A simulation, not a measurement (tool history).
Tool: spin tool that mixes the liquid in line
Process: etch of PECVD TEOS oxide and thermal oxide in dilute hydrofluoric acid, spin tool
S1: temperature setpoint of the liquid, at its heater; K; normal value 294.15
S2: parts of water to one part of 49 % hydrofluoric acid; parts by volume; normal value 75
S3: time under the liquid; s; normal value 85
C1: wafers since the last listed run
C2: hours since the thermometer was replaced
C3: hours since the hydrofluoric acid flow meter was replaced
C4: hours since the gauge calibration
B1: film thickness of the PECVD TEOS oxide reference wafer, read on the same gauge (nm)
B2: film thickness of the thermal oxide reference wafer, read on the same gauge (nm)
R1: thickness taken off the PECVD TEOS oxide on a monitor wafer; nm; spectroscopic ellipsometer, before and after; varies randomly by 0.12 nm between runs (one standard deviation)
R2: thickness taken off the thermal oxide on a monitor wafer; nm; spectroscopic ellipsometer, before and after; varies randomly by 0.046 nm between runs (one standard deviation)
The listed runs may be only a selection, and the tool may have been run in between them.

| run | day | S1 | S2 | S3 | C1 | C2 | C3 | C4 | B1 | B2 | R1 | R2 |
|---|---|---|---|---|---|---|---|---|---|---|---|---|
| 1 | 0 | 294.15 | 90 | 105 | 0 | 2558.4 | 1799.2 | 907.6 | 139.96 | 59.958 | 20.61 | 4.828 |
| 2 | 0.883 | 294.15 | 75 | 85 | 170 | 2579.6 | 1820.4 | 928.8 | 140.04 | 59.957 | 20.37 | 4.678 |
| 3 | 1.55 | 294.15 | 75 | 85 | 128 | 2595.6 | 1836.4 | 944.8 | 139.96 | 60.026 | 20.37 | 4.626 |
| 4 | 2.525 | 294.15 | 75 | 85 | 188 | 2619 | 1859.8 | 968.2 | 139.99 | 59.997 | 20.21 | 4.619 |
| 5 | 3.417 | 294.15 | 75 | 85 | 172 | 2640.4 | 1881.2 | 989.6 | 139.98 | 59.984 | 20.28 | 4.739 |
| 6 | 4.758 | 290.15 | 75 | 85 | 258 | 2672.6 | 1913.4 | 1021.8 | 139.98 | 60.015 | 17.11 | 3.951 |
| 7 | 5.579 | 293.15 | 75 | 85 | 158 | 2692.3 | 1933.1 | 1041.5 | 140.02 | 60.001 | 19.43 | 4.408 |
| 8 | 6.154 | 293.15 | 75 | 85 | 110 | 2706.1 | 1946.9 | 1055.3 | 140.01 | 60.019 | 19.38 | 4.458 |
| 9 | 6.671 | 294.15 | 75 | 85 | 99 | 2718.5 | 1959.3 | 1067.7 | 140.02 | 59.995 | 20.29 | 4.625 |
|  | 9.775 | thermometer replaced |
| 10 | 11 | 294.15 | 110 | 85 | 827 | 29.4 | 2063.2 | 1171.6 | 139.98 | 59.98 | 14.83 | 3.472 |
|  | 14.862 | gauge calibrated |
| 11 | 14.929 | 298.15 | 45 | 85 | 757 | 123.7 | 2157.5 | 1.6 | 139.96 | 59.996 | 45.85 | 10.706 |
| 12 | 19.171 | 294.15 | 75 | 85 | 818 | 225.5 | 2259.3 | 103.4 | 139.99 | 60.007 | 22.53 | 5.268 |
| 13 | 20.158 | 294.15 | 90 | 105 | 190 | 249.2 | 2283 | 127.1 | 139.99 | 59.953 | 23.04 | 5.365 |
| 14 | 20.746 | 296.65 | 60 | 105 | 113 | 263.3 | 2297.1 | 141.2 | 139.95 | 59.982 | 39.34 | 9.063 |
| 15 | 24.017 | 294.15 | 90 | 105 | 630 | 341.8 | 2375.6 | 219.7 | 140.01 | 60.015 | 23.03 | 5.288 |
| 16 | 25.283 | 295.65 | 50 | 105 | 244 | 372.2 | 2406 | 250.1 | 139.99 | 59.967 | 45.64 | 10.652 |
|  | 28.808 | hydrofluoric acid flow meter replaced |
| 17 | 29.058 | 294.15 | 60 | 85 | 720 | 462.8 | 6 | 340.7 | 139.99 | 59.994 | 26.49 | 6.064 |

Forecast run 18:
| 18 | 29.804 | 294.15 | 75 | 60 | 143 | 480.7 | 23.9 | 358.6 | ? | ? | ? | ? |

Run 18 produced B1 140, B2 59.993, R1 14.8 nm, R2 3.422 nm.
If the tool had no hidden condition, the same run with the same run-to-run variation would have returned R1 15.03 nm, R2 3.475 nm.

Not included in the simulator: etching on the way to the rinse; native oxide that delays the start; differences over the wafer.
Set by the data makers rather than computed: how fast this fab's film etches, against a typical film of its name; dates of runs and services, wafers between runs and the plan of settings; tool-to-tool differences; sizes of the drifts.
